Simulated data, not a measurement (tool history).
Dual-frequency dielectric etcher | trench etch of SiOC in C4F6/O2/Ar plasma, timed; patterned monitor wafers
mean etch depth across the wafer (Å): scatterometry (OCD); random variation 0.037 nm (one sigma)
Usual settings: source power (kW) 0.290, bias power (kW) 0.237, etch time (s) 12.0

run,hour,source power (kW),bias power (kW),etch time (s),"read-back reference wafer on the same gauge, depth_nm",mean etch depth across the wafer (Å)
1,0.0,0.290,0.237,12.0,21.31,246.7
2,14.8,0.290,0.237,12.0,21.30,246.6
3,28.3,0.290,0.237,12.0,21.30,246.2
4,37.3,0.290,0.237,13.0,21.29,267.2
5,53.0,0.290,0.237,12.0,21.31,246.7
6,68.5,0.290,0.237,12.0,21.30,246.3
7,112.1,0.290,0.237,12.0,21.30,246.4
8,128.3,0.290,0.237,12.0,21.30,244.9
9,137.1,0.290,0.237,12.0,21.31,245.3
10,154.8,0.270,0.237,12.0,21.30,241.2
11,168.6,0.270,0.237,12.0,21.30,241.1
12,175.4,0.270,0.269,12.0,21.30,248.4
13,182.1,0.270,0.269,12.0,21.30,248.9
14,198.7,0.240,0.203,14.0,21.31,261.7
# hour 226.5: wet clean of the chamber
15,227.0,0.290,0.272,12.0,21.30,256.0
# hour 240.9: source power generator calibrated
16,241.4,0.260,0.237,10.5,21.31,210.1
17,245.7,0.290,0.237,12.0,21.30,247.6
# hour 246.6: gauge calibrated
# hour 253.1: bias power generator calibrated
18,253.6,0.340,0.267,12.0,21.30,267.0
19,264.3,0.330,0.188,12.0,21.29,243.2
20,273.7,0.290,0.237,12.0,21.30,247.2
# hour 308.8: upper electrode replaced
21,309.3,0.290,0.209,10.0,21.31,199.6
22,309.6,0.290,0.237,12.0,21.30,247.0
23,323.5,0.290,0.237,12.0,21.30,246.6
24,339.5,0.290,0.237,12.0,21.30,247.2
25,346.6,0.290,0.237,12.0,21.31,247.5
26,354.2,0.290,0.178,15.0,21.30,288.8
27,370.2,0.290,0.237,10.0,21.31,205.5
28,377.8,0.290,0.214,12.0,21.31,240.2
29,385.5,0.290,0.237,12.0,21.31,246.1
30,398.9,0.310,0.237,12.0,21.31,251.3

Measured less the same run without the tool's hidden state. The same run-to-run variation is in both; the gauge's scatter may not be:
The hidden state here: etch rate over this chamber's usual, %; source power that arrives over what is set, %; bias power that arrives over what is set, %; gauge reads high (%).
run,mean etch depth across the wafer (Å)
1,-1.1
2,-1.3
3,-1.4
4,-1.5
5,-1.5
6,-1.6
7,-1.9
8,-2.0
9,-2.1
10,-2.1
11,-2.3
12,-2.3
13,-2.4
14,-2.7
15,-0.2
16,-0.3
17,-0.4
18,-0.4
19,-0.5
20,-0.5
21,-0.6
22,-0.9
23,-0.9
24,-1.0
25,-1.1
26,-1.3
27,-1.0
28,-1.2
29,-1.4
30,-1.4
